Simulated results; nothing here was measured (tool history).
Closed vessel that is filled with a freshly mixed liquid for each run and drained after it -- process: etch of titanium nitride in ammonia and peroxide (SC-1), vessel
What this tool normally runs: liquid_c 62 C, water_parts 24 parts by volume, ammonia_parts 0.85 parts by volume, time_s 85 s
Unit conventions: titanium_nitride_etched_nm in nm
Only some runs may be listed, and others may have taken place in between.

| run | day | liquid_c | water_parts | ammonia_parts | time_s | wafers since the last listed run | hours since the thermometer was replaced | hours since the ammonia flow meter was replaced | hours since the drum of ammonia solution was connected | hours since the gauge calibration | read-back film thickness of the titanium nitride reference wafer, read on the same gauge (nm) | titanium_nitride_etched_nm |
|---|---|---|---|---|---|---|---|---|---|---|---|---|
| 1 | 0 | 62 | 24 | 0.85 | 85 | 0 | 1682.2 | 372.7 | 499.4 | 1507 | 90.02 | 9.44 |
| 2 | 1.496 | 62 | 24 | 0.85 | 85 | 3818 | 1718.1 | 408.6 | 535.3 | 1542.9 | 90 | 9.57 |
|  | 2.679 | gauge calibrated |
|  | 2.842 | thermometer replaced |
| 3 | 3.654 | 62 | 24 | 0.85 | 85 | 5402 | 19.5 | 460.4 | 587.1 | 23.4 | 90.02 | 9.88 |
| 4 | 4.688 | 62 | 24 | 0.85 | 85 | 2637 | 44.3 | 485.2 | 611.9 | 48.2 | 89.98 | 9.8 |
| 5 | 6.808 | 62 | 24 | 0.85 | 85 | 5413 | 95.2 | 536.1 | 662.8 | 99.1 | 90.03 | 9.83 |
|  | 8.771 | new drum of ammonia solution connected |
| 6 | 9.683 | 62 | 24 | 0.85 | 85 | 7232 | 164.2 | 605.1 | 21.9 | 168.1 | 90.02 | 9.71 |
|  | 10.712 | ammonia flow meter replaced |
| 7 | 11.175 | 62 | 24 | 0.85 | 85 | 3701 | 200 | 11.1 | 57.7 | 203.9 | 90.02 | 9.81 |
| 8 | 12.604 | 62 | 24 | 0.85 | 85 | 3648 | 234.3 | 45.4 | 92 | 238.2 | 90.01 | 9.8 |
| 9 | 15.529 | 62 | 24 | 0.85 | 85 | 7466 | 304.5 | 115.6 | 162.2 | 308.4 | 90 | 9.7 |
| 10 | 17.1 | 62 | 16.5 | 0.85 | 85 | 4009 | 342.2 | 153.3 | 199.9 | 346.1 | 90.02 | 11.94 |
| 11 | 19.338 | 70 | 24 | 1.1 | 85 | 5711 | 395.9 | 207 | 253.6 | 399.8 | 89.98 | 17 |
| 12 | 21.225 | 62 | 24 | 0.85 | 50 | 4817 | 441.2 | 252.3 | 298.9 | 445.1 | 89.98 | 5.72 |
| 13 | 23.388 | 62 | 24 | 0.85 | 85 | 5519 | 493.1 | 304.2 | 350.8 | 497 | 90.04 | 9.76 |
| 14 | 25.567 | 53.5 | 24 | 0.55 | 130 | 5562 | 545.4 | 356.5 | 403.1 | 549.3 | 90 | 7.77 |
| 15 | 26.629 | 52 | 16.5 | 0.85 | 85 | 2712 | 570.9 | 382 | 428.6 | 574.8 | 89.99 | 6.1 |
| 16 | 29.6 | 62 | 24 | 0.65 | 85 | 7583 | 642.2 | 453.3 | 499.9 | 646.1 | 89.98 | 9.18 |
| 17 | 31.925 | 62 | 24 | 0.85 | 85 | 5934 | 698 | 509.1 | 555.7 | 701.9 | 90.03 | 9.72 |
| 18 | 33.575 | 62 | 24 | 1.2 | 85 | 4211 | 737.6 | 548.7 | 595.3 | 741.5 | 89.96 | 10.19 |
|  | 34.446 | ammonia flow meter replaced |
|  | 36.362 | new drum of ammonia solution connected |
| 19 | 36.388 | 62 | 24 | 1.1 | 85 | 6966 | 805.1 | 46.6 | 0.6 | 809 | 90 | 10.27 |
| 20 | 38.033 | 62 | 24 | 0.85 | 85 | 4201 | 844.6 | 86.1 | 40.1 | 848.5 | 90.02 | 9.69 |
| 21 | 40.117 | 69.5 | 24 | 0.85 | 40 | 5317 | 894.6 | 136.1 | 90.1 | 898.5 | 90.01 | 7.26 |
| 22 | 42.175 | 70 | 24 | 1.15 | 85 | 5254 | 944 | 185.5 | 139.5 | 947.9 | 89.99 | 16.89 |
| 23 | 44.267 | 57 | 17.5 | 1.05 | 110 | 5339 | 994.2 | 235.7 | 189.7 | 998.1 | 89.99 | 11.04 |
| 24 | 45.304 | 62 | 24 | 0.85 | 85 | 2648 | 1019.1 | 260.6 | 214.6 | 1023 | 89.99 | 9.46 |
| 25 | 46.379 | 59 | 20 | 0.85 | 50 | 2744 | 1044.9 | 286.4 | 240.4 | 1048.8 | 90.01 | 5.19 |
| 26 | 48.183 | 62 | 24 | 0.85 | 110 | 4605 | 1088.2 | 329.7 | 283.7 | 1092.1 | 89.97 | 12.48 |
| 27 | 49.267 | 68 | 31.5 | 0.85 | 105 | 2765 | 1114.2 | 355.7 | 309.7 | 1118.1 | 90.02 | 14.85 |
| 28 | 50.846 | 68 | 24 | 0.85 | 85 | 4030 | 1152.1 | 393.6 | 347.6 | 1156 | 90 | 14.2 |

Forecast each of these 3 alternatives for the next run:
| A | 50.875 | 62 | 24 | 0.85 | 135 | 74 | 1152.8 | 394.3 | 348.3 | 1156.7 | ? | ? |
| B | 50.875 | 62 | 35.5 | 0.85 | 85 | 74 | 1152.8 | 394.3 | 348.3 | 1156.7 | ? | ? |
| C | 50.875 | 56 | 24 | 0.95 | 85 | 74 | 1152.8 | 394.3 | 348.3 | 1156.7 | ? | ? |

| run | read-back film thickness of the titanium nitride reference wafer, read on the same gauge (nm) | titanium_nitride_etched_nm |
|---|---|---|
| A | 90.01 | 15.12 |
| B | 90.01 | 7.63 |
| C | 90.01 | 6.53 |
Had the tool no hidden state, the same runs would have come out as:
| run | titanium_nitride_etched_nm |
|---|---|
| A | 15.56 |
| B | 7.85 |
| C | 6.73 |

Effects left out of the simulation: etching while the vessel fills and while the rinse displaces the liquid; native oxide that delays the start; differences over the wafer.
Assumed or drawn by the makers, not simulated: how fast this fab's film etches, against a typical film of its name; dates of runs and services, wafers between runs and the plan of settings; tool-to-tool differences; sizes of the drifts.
